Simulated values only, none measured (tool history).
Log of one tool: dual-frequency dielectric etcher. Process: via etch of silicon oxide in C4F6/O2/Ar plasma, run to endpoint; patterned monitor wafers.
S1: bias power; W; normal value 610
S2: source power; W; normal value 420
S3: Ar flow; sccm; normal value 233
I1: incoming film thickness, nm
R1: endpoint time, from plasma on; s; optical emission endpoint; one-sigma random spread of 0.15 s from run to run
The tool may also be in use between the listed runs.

run	hour	S1	S2	S3	I1	R1
1	0	610	420	233	90.1	19
2	43.1	678	420	233	91.4	18.1
3	100.1	678	420	233	90.5	18.4
4	149.7	678	420	233	90.6	18.1
5	459.8	674	420	216	91	18.7
6	495.8	724	420	233	91.2	18.1
# hour 529.7: wet clean of the chamber, repeated, since the last time left the tool worse
7	548	610	420	233	90.4	17.9
8	608.8	610	420	213	91.1	17.8
9	840.5	610	420	233	90	18.2
10	898	610	420	233	91	18.3
11	938.9	517	380	257	90.8	20.7
12	1045.2	610	370	177	90.6	17.8
# hour 1082.2: wet clean of the chamber
# hour 1090.6: source power generator calibrated
13	1091.1	610	420	233	90.6	18
# hour 1166.6: bias power generator calibrated
14	1169.9	542	490	254	90.5	18.6
15	1211.7	546	360	212	90.8	19.1
16	1304.6	610	500	213	90	16.9
# hour 1375.4: upper electrode replaced
17	1375.9	610	420	233	90.5	18.5
18	1458.8	610	420	233	90.4	18.4
# hour 1512.4: Ar flow controller replaced
19	1518.4	610	350	282	91.1	20.2
20	1625	610	340	268	91.5	20
# hour 1725: wet clean of the chamber
21	1725.5	515	420	206	90.5	18.8
22	1748	752	420	233	91.1	16.7
23	1795.9	610	450	283	90.1	18.4
24	1874.2	748	420	210	90.6	16.5
25	1914.6	728	470	182	89.4	15.5
26	2020.2	759	420	233	91.2	16.8
27	2072.6	504	510	258	91.2	19.5
28	2130.9	569	450	233	90.2	18.6
29	2217.6	610	420	233	90.9	18.2

State the hidden condition of the tool at each of the runs:
bias power that arrives over what is set, %: 0, the same for each run
source power that arrives over what is set, %: 0, the same for each run
Ar flow that arrives over what is set, %: 0, the same for each run
H1: etch rate over this chamber's usual, %
run	H1
1	-5.08
2	-5.23
3	-5.43
4	-5.6
5	-6.68
6	-6.81
7	0.53
8	0.318
9	-0.49
10	-0.69
11	-0.833
12	-1.2
13	-0.285
14	-0.559
15	-0.705
16	-1.03
17	-1.28
18	-1.57
19	-1.77
20	-2.15
21	0.0594
22	-0.019
23	-0.186
24	-0.459
25	-0.6
26	-0.968
27	-1.15
28	-1.35
29	-1.66

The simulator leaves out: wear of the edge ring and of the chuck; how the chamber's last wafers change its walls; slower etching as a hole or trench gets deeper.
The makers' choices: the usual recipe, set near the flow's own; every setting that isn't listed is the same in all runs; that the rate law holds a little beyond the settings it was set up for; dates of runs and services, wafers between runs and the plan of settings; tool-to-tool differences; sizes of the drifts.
